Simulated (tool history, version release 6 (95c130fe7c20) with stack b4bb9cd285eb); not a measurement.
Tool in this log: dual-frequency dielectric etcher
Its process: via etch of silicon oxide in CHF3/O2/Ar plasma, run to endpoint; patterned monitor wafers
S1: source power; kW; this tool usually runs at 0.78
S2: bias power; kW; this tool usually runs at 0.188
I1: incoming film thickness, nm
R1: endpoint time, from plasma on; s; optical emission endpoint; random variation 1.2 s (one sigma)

| run | hour | S1 | S2 | I1 | R1 |
|---|---|---|---|---|---|
| 1 | 0 | 0.78 | 0.176 | 548.1 | 233.7 |
| 2 | 40.7 | 0.78 | 0.176 | 550.3 | 236.2 |
|  | 174.7 | wet clean of the chamber |
| 3 | 250.1 | 0.78 | 0.188 | 544.9 | 228.3 |
| 4 | 314.9 | 0.78 | 0.188 | 548.1 | 227.7 |
| 5 | 356.1 | 0.78 | 0.188 | 546 | 227.2 |
| 6 | 463.7 | 0.78 | 0.188 | 544.1 | 221.8 |
| 7 | 512 | 0.78 | 0.188 | 556.6 | 223.8 |
| 8 | 553.5 | 0.78 | 0.188 | 549.9 | 222 |
|  | 627.6 | wet clean of the chamber |
| 9 | 639.3 | 0.78 | 0.217 | 553 | 216.5 |
|  | 672.2 | bias power generator calibrated |
| 10 | 708 | 0.78 | 0.188 | 544.7 | 231 |
| 11 | 803.6 | 0.78 | 0.188 | 552.7 | 229.2 |
| 12 | 844.4 | 0.78 | 0.214 | 551.6 | 213.3 |
| 13 | 932.2 | 0.69 | 0.211 | 551.6 | 222.4 |
| 14 | 992 | 0.78 | 0.188 | 549.3 | 220.9 |
| 15 | 1078.3 | 0.78 | 0.188 | 546.5 | 219.9 |
|  | 1111.8 | upper electrode replaced |
|  | 1122.3 | wet clean of the chamber |
| 16 | 1123.6 | 0.78 | 0.215 | 552.3 | 218.8 |
|  | 1182.6 | source power generator calibrated |
| 17 | 1209.2 | 0.78 | 0.188 | 553.7 | 231.9 |
| 18 | 1306.6 | 0.84 | 0.215 | 544.4 | 207.4 |
| 19 | 1369.4 | 0.65 | 0.215 | 545.1 | 220.1 |
| 20 | 1406.1 | 0.72 | 0.156 | 546.6 | 255.5 |
| 21 | 1615.5 | 0.7 | 0.229 | 548.8 | 203.6 |
|  | 1647.6 | wet clean of the chamber |
| 22 | 1652.4 | 0.78 | 0.188 | 548.1 | 230.5 |
| 23 | 1756.1 | 0.71 | 0.233 | 552.1 | 214.3 |
| 24 | 1793.9 | 0.65 | 0.215 | 552.2 | 225 |

What was the tool's hidden state at every run in the log?
source power that arrives over what is set, %: 0, the same for each run
bias power that arrives over what is set, %: 0, the same for each run
H1: etch rate over this chamber's usual, %
| run | H1 |
|---|---|
| 1 | 2.3 |
| 2 | 2.76 |
| 3 | 1.48 |
| 4 | 2.22 |
| 5 | 2.68 |
| 6 | 3.91 |
| 7 | 4.45 |
| 8 | 4.92 |
| 9 | 0.277 |
| 10 | 1.06 |
| 11 | 2.14 |
| 12 | 2.6 |
| 13 | 3.6 |
| 14 | 4.28 |
| 15 | 5.26 |
| 16 | -0.198 |
| 17 | 0.773 |
| 18 | 1.88 |
| 19 | 2.59 |
| 20 | 3.01 |
| 21 | 5.38 |
| 22 | -0.0169 |
| 23 | 1.16 |
| 24 | 1.59 |
